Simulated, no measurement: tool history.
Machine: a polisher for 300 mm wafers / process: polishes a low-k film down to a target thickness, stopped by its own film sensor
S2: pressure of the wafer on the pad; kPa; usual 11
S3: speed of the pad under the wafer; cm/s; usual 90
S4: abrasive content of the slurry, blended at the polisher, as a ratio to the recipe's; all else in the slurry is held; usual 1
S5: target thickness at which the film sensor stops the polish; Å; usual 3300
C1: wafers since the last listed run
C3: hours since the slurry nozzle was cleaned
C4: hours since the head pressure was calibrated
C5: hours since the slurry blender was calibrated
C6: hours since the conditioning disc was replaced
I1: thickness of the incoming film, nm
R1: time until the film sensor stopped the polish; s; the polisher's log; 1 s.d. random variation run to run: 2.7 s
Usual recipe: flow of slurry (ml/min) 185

Run 1, hour 0: usual settings; C1 0; wafers polished on this pad 226; C3 636.5; C4 50.8; C5 108.5; C6 480.8; I1 364.1. Result: R1 134.8 s.
Run 2, hour 28: usual settings; C1 164; wafers polished on this pad 391; C3 664.5; C4 78.8; C5 136.5; C6 508.8; I1 373. Result: R1 169.8 s.
At hour 30.6: slurry nozzle cleaned.
Run 3, hour 47.7: usual settings; C1 110; wafers polished on this pad 501; C3 17.1; C4 98.5; C5 156.2; C6 528.5; I1 370.3. Result: R1 166.3 s.
Run 4, hour 71.8: usual settings; C1 141; wafers polished on this pad 642; C3 41.2; C4 122.6; C5 180.3; C6 552.6; I1 373.5. Result: R1 170.6 s.
Run 5, hour 103.6: usual settings; C1 187; wafers polished on this pad 830; C3 73; C4 154.4; C5 212.1; C6 584.4; I1 376.2. Result: R1 182.4 s.
Run 6, hour 129.5: usual settings; C1 152; wafers polished on this pad 982; C3 98.9; C4 180.3; C5 238; C6 610.3; I1 366.4. Result: R1 144.9 s.
At hour 133.3: conditioning disc replaced and pad reconditioned.
Run 7, hour 146.7: usual settings but flow of slurry (ml/min) 140, S4 1.3; C1 89; wafers polished on this pad 1071; C3 116.1; C4 197.5; C5 255.2; C6 13.4; I1 370. Result: R1 148.4 s.
At hour 161.5: worn pad replaced by a new one.
At hour 169.3: slurry blender recalibrated.
Run 8, hour 181.6: usual settings but S4 0.75, S5 3170 Å; C1 170; wafers polished on this pad 106; C3 151; C4 232.4; C5 12.3; C6 48.3; I1 368.8. Result: R1 231.9 s.
Run 9, hour 217.2: usual settings but flow of slurry (ml/min) 235, S2 14.5 kPa, S3 120 cm/s; C1 209; wafers polished on this pad 316; C3 186.6; C4 268; C5 47.9; C6 83.9; I1 371.8. Result: R1 108.7 s.
Run 10, hour 233.8: usual settings but flow of slurry (ml/min) 160; C1 97; wafers polished on this pad 413; C3 203.2; C4 284.6; C5 64.5; C6 100.5; I1 366.9. Result: R1 147.5 s.
Run 11, hour 268.6: usual settings; C1 204; wafers polished on this pad 618; C3 238; C4 319.4; C5 99.3; C6 135.3; I1 371.7. Result: R1 165.4 s.
Run 12, hour 285.3: usual settings; C1 98; wafers polished on this pad 716; C3 254.7; C4 336.1; C5 116; C6 152; I1 369.6. Result: R1 157.1 s.
Run 13, hour 307: usual settings; C1 127; wafers polished on this pad 844; C3 276.4; C4 357.8; C5 137.7; C6 173.7; I1 369. Result: R1 160.1 s.
At hour 332.3: worn pad replaced by a new one.
Run 14, hour 332.8: usual settings; C1 128; wafers polished on this pad 2; C3 302.2; C4 383.6; C5 163.5; C6 199.5; I1 374.5. Result: R1 171.7 s.
Run 15, hour 342.2: usual settings; C1 55; wafers polished on this pad 58; C3 311.6; C4 393; C5 172.9; C6 208.9; I1 371.3. Result: R1 163.7 s.
Run 16, hour 357.3: usual settings but flow of slurry (ml/min) 165; C1 88; wafers polished on this pad 146; C3 326.7; C4 408.1; C5 188; C6 224; I1 367.4. Result: R1 148.9 s.
Run 17, hour 376.2: usual settings but S4 1.15, S5 3410 Å; C1 111; wafers polished on this pad 258; C3 345.6; C4 427; C5 206.9; C6 242.9; I1 374.6. Result: R1 123.3 s.
Run 18, hour 393.6: usual settings but S2 14.5 kPa; C1 102; wafers polished on this pad 360; C3 363; C4 444.4; C5 224.3; C6 260.3; I1 371. Result: R1 136.7 s.
Run 19, hour 415.2: usual settings but S3 80 cm/s, S4 1.25; C1 127; wafers polished on this pad 487; C3 384.6; C4 466; C5 245.9; C6 281.9; I1 365.6. Result: R1 137.4 s.
Run 20, hour 434.4: usual settings but flow of slurry (ml/min) 215, S2 8.3 kPa, S3 108 cm/s, S5 3170 Å; C1 112; wafers polished on this pad 600; C3 403.8; C4 485.2; C5 265.1; C6 301.1; I1 372.1. Result: R1 235 s.
Run 21, hour 454.5: usual settings but S2 13.8 kPa; C1 118; wafers polished on this pad 718; C3 423.9; C4 505.3; C5 285.2; C6 321.2; I1 369.4. Result: R1 135.7 s.
At hour 466.3: slurry blender recalibrated.
Run 22, hour 476.3: usual settings but S2 14.5 kPa, S5 3190 Å; C1 116; wafers polished on this pad 835; C3 445.7; C4 527.1; C5 10; C6 343; I1 370.8. Result: R1 171.8 s.
Run 23, hour 496.6: usual settings but S2 13.8 kPa; C1 119; wafers polished on this pad 954; C3 466; C4 547.4; C5 30.3; C6 363.3; I1 374.7. Result: R1 155.2 s.
At hour 516: worn pad replaced by a new one.
Run 24, hour 518.2: usual settings but flow of slurry (ml/min) 145, S2 8.3 kPa, S3 102 cm/s, S5 3420 Å; C1 103; wafers polished on this pad 12; C3 487.6; C4 569; C5 51.9; C6 384.9; I1 372.6. Result: R1 146.4 s.
Run 25, hour 553.7: usual settings but S3 72 cm/s; C1 208; wafers polished on this pad 221; C3 523.1; C4 604.5; C5 87.4; C6 420.4; I1 370.6. Result: R1 183.8 s.
Run 26, hour 568.8: usual settings but S4 1.2, S5 3230 Å; C1 88; wafers polished on this pad 310; C3 538.2; C4 619.6; C5 102.5; C6 435.5; I1 367.8. Result: R1 168.1 s.

Branching from run 26: 4 alternative next runs. What would each branch give?
Run A, hour 569.3: usual settings but S5 3190 Å; C1 2; wafers polished on this pad 313; C3 538.7; C4 620.1; C5 103; C6 436; I1 370.5. Result: R1 ?.
Run B, hour 569.3: usual settings but flow of slurry (ml/min) 230, S3 120 cm/s; C1 2; wafers polished on this pad 313; C3 538.7; C4 620.1; C5 103; C6 436; I1 370.5. Result: R1 ?.
Run C, hour 569.3: usual settings but S5 3260 Å; C1 2; wafers polished on this pad 313; C3 538.7; C4 620.1; C5 103; C6 436; I1 370.5. Result: R1 ?.
Run D, hour 569.3: usual settings but S2 9 kPa; C1 2; wafers polished on this pad 313; C3 538.7; C4 620.1; C5 103; C6 436; I1 370.5. Result: R1 ?.

run     R1
  A  207.8
  B  132.8
  C  179.6
  D  185.8
With the hidden condition removed and each run's random variation left untouched, the same runs would have given:
run     R1
  A  207.8
  B  132.8
  C  179.6
  D  185.8

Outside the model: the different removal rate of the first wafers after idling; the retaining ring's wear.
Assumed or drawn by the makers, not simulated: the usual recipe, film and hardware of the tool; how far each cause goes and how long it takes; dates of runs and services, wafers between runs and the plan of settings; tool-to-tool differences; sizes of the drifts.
